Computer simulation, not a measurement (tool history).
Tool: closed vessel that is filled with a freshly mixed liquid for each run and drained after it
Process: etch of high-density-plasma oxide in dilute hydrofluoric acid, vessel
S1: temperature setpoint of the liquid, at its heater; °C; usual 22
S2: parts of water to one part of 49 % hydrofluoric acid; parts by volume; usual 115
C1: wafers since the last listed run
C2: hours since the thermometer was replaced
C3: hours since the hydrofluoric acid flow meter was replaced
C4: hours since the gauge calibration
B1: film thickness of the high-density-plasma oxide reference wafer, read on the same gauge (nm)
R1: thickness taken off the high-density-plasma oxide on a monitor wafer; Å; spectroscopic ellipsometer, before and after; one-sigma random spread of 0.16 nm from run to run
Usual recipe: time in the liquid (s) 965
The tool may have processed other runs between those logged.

{"run": 1, "day": 0.0, "S1": 22, "S2": 115, "time in the liquid (s)": 965, "C1": 0, "C2": 973.3, "C3": 656.2, "C4": 673, "B1": 142.69, "R1": 407.4}
{"day": 0.467, "done": "gauge calibrated"}
{"run": 2, "day": 1.3, "S1": 22, "S2": 115, "time in the liquid (s)": 965, "C1": 2102, "C2": 1004.5, "C3": 687.4, "C4": 20, "B1": 140.31, "R1": 403.4}
{"run": 3, "day": 2.254, "S1": 22, "S2": 115, "time in the liquid (s)": 965, "C1": 1543, "C2": 1027.4, "C3": 710.3, "C4": 42.9, "B1": 140.39, "R1": 402.7}
{"run": 4, "day": 3.333, "S1": 22, "S2": 115, "time in the liquid (s)": 965, "C1": 1745, "C2": 1053.3, "C3": 736.2, "C4": 68.8, "B1": 140.49, "R1": 404.9}
{"run": 5, "day": 4.312, "S1": 22, "S2": 115, "time in the liquid (s)": 965, "C1": 1583, "C2": 1076.8, "C3": 759.7, "C4": 92.3, "B1": 140.59, "R1": 403}
{"run": 6, "day": 5.342, "S1": 25.5, "S2": 115, "time in the liquid (s)": 965, "C1": 1664, "C2": 1101.5, "C3": 784.4, "C4": 117, "B1": 140.67, "R1": 461.4}
{"run": 7, "day": 6.358, "S1": 25.5, "S2": 115, "time in the liquid (s)": 965, "C1": 1644, "C2": 1125.9, "C3": 808.8, "C4": 141.4, "B1": 140.76, "R1": 465}
{"run": 8, "day": 7.1, "S1": 22, "S2": 115, "time in the liquid (s)": 1385, "C1": 1199, "C2": 1143.7, "C3": 826.6, "C4": 159.2, "B1": 140.81, "R1": 576.3}
{"run": 9, "day": 8.5, "S1": 22, "S2": 115, "time in the liquid (s)": 1385, "C1": 2263, "C2": 1177.3, "C3": 860.2, "C4": 192.8, "B1": 140.96, "R1": 577.8}
{"run": 10, "day": 9.588, "S1": 22, "S2": 115, "time in the liquid (s)": 1385, "C1": 1758, "C2": 1203.4, "C3": 886.3, "C4": 218.9, "B1": 141.07, "R1": 576.3}
{"run": 11, "day": 10.65, "S1": 23.5, "S2": 115, "time in the liquid (s)": 965, "C1": 1718, "C2": 1228.9, "C3": 911.8, "C4": 244.4, "B1": 141.15, "R1": 427.3}
{"run": 12, "day": 11.179, "S1": 23.5, "S2": 115, "time in the liquid (s)": 965, "C1": 855, "C2": 1241.6, "C3": 924.5, "C4": 257.1, "B1": 141.19, "R1": 429.4}
{"run": 13, "day": 11.825, "S1": 23.5, "S2": 115, "time in the liquid (s)": 965, "C1": 1044, "C2": 1257.1, "C3": 940, "C4": 272.6, "B1": 141.22, "R1": 429.8}
{"run": 14, "day": 12.642, "S1": 24, "S2": 100, "time in the liquid (s)": 965, "C1": 1320, "C2": 1276.7, "C3": 959.6, "C4": 292.2, "B1": 141.32, "R1": 513.4}
{"run": 15, "day": 13.446, "S1": 24, "S2": 100, "time in the liquid (s)": 965, "C1": 1300, "C2": 1296, "C3": 978.9, "C4": 311.5, "B1": 141.38, "R1": 508.5}
{"run": 16, "day": 14.542, "S1": 24, "S2": 100, "time in the liquid (s)": 965, "C1": 1772, "C2": 1322.3, "C3": 1005.2, "C4": 337.8, "B1": 141.49, "R1": 514.1}
{"run": 17, "day": 15.521, "S1": 25.5, "S2": 65, "time in the liquid (s)": 1170, "C1": 1583, "C2": 1345.8, "C3": 1028.7, "C4": 361.3, "B1": 141.56, "R1": 1067.7}
{"run": 18, "day": 16.775, "S1": 22, "S2": 115, "time in the liquid (s)": 965, "C1": 2028, "C2": 1375.9, "C3": 1058.8, "C4": 391.4, "B1": 141.69, "R1": 403.5}
{"run": 19, "day": 17.625, "S1": 22, "S2": 115, "time in the liquid (s)": 965, "C1": 1374, "C2": 1396.3, "C3": 1079.2, "C4": 411.8, "B1": 141.78, "R1": 406.9}
{"day": 17.896, "done": "hydrofluoric acid flow meter replaced"}
{"run": 20, "day": 18.796, "S1": 20.5, "S2": 130, "time in the liquid (s)": 1370, "C1": 1826, "C2": 1424.4, "C3": 21.6, "C4": 439.9, "B1": 141.88, "R1": 468.4}
{"run": 21, "day": 19.592, "S1": 22, "S2": 115, "time in the liquid (s)": 965, "C1": 1286, "C2": 1443.5, "C3": 40.7, "C4": 459, "B1": 141.97, "R1": 407.8}
{"day": 19.65, "done": "thermometer replaced"}
{"run": 22, "day": 20.858, "S1": 25, "S2": 130, "time in the liquid (s)": 455, "C1": 1980, "C2": 29, "C3": 71.1, "C4": 489.4, "B1": 142.08, "R1": 186.1}
{"run": 23, "day": 22.017, "S1": 22, "S2": 115, "time in the liquid (s)": 965, "C1": 1873, "C2": 56.8, "C3": 98.9, "C4": 517.2, "B1": 142.19, "R1": 406.9}
{"run": 24, "day": 22.717, "S1": 24.5, "S2": 55, "time in the liquid (s)": 965, "C1": 1131, "C2": 73.6, "C3": 115.7, "C4": 534, "B1": 142.23, "R1": 1007.9}
{"run": 25, "day": 24.021, "S1": 19.5, "S2": 95, "time in the liquid (s)": 965, "C1": 2108, "C2": 104.9, "C3": 147, "C4": 565.3, "B1": 142.35, "R1": 455.4}
{"run": 26, "day": 25.504, "S1": 22, "S2": 115, "time in the liquid (s)": 745, "C1": 2398, "C2": 140.5, "C3": 182.6, "C4": 600.9, "B1": 142.49, "R1": 314.7}
{"day": 28.188, "done": "gauge calibrated"}
{"run": 27, "day": 29.392, "S1": 22, "S2": 135, "time in the liquid (s)": 965, "C1": 6286, "C2": 233.8, "C3": 275.9, "C4": 28.9, "B1": 139.97, "R1": 334.6}
{"run": 28, "day": 30.792, "S1": 26.5, "S2": 115, "time in the liquid (s)": 965, "C1": 2263, "C2": 267.4, "C3": 309.5, "C4": 62.5, "B1": 140.09, "R1": 481.5}
{"run": 29, "day": 32.204, "S1": 19, "S2": 60, "time in the liquid (s)": 965, "C1": 2284, "C2": 301.3, "C3": 343.4, "C4": 96.4, "B1": 140.18, "R1": 730.7}
{"run": 30, "day": 34.383, "S1": 17, "S2": 115, "time in the liquid (s)": 585, "C1": 3523, "C2": 353.6, "C3": 395.7, "C4": 148.7, "B1": 140.42, "R1": 197.9}
{"run": 31, "day": 34.942, "S1": 19.5, "S2": 80, "time in the liquid (s)": 575, "C1": 902, "C2": 367, "C3": 409.1, "C4": 162.1, "B1": 140.45, "R1": 324.4}
{"run": 32, "day": 36.338, "S1": 22, "S2": 115, "time in the liquid (s)": 965, "C1": 2257, "C2": 400.5, "C3": 442.6, "C4": 195.6, "B1": 140.59, "R1": 401.4}

Take each entry between the runs: how does the hidden state at the last listed run before it differ from the hidden state at the first listed run after it?
Runs 1 to 2: gauge calibrated (day 0.467)
  gauge reads high (%): 1.9 -> 0.22
  measured value less the no-hidden-state value, R1: +7.6 -> +0.9 Å
Runs 19 to 20: hydrofluoric acid flow meter replaced (day 17.896)
  gauge reads high (%): 1.26 -> 1.34
  measured value less the no-hidden-state value, R1: +5.1 -> +6.1 Å
Runs 21 to 22: thermometer replaced (day 19.65)
  gauge reads high (%): 1.39 -> 1.47
  measured value less the no-hidden-state value, R1: +5.5 -> +2.7 Å
Runs 26 to 27: gauge calibrated (day 28.188)
  gauge reads high (%): 1.77 -> -0.0323
  measured value less the no-hidden-state value, R1: +5.5 -> -0.1 Å

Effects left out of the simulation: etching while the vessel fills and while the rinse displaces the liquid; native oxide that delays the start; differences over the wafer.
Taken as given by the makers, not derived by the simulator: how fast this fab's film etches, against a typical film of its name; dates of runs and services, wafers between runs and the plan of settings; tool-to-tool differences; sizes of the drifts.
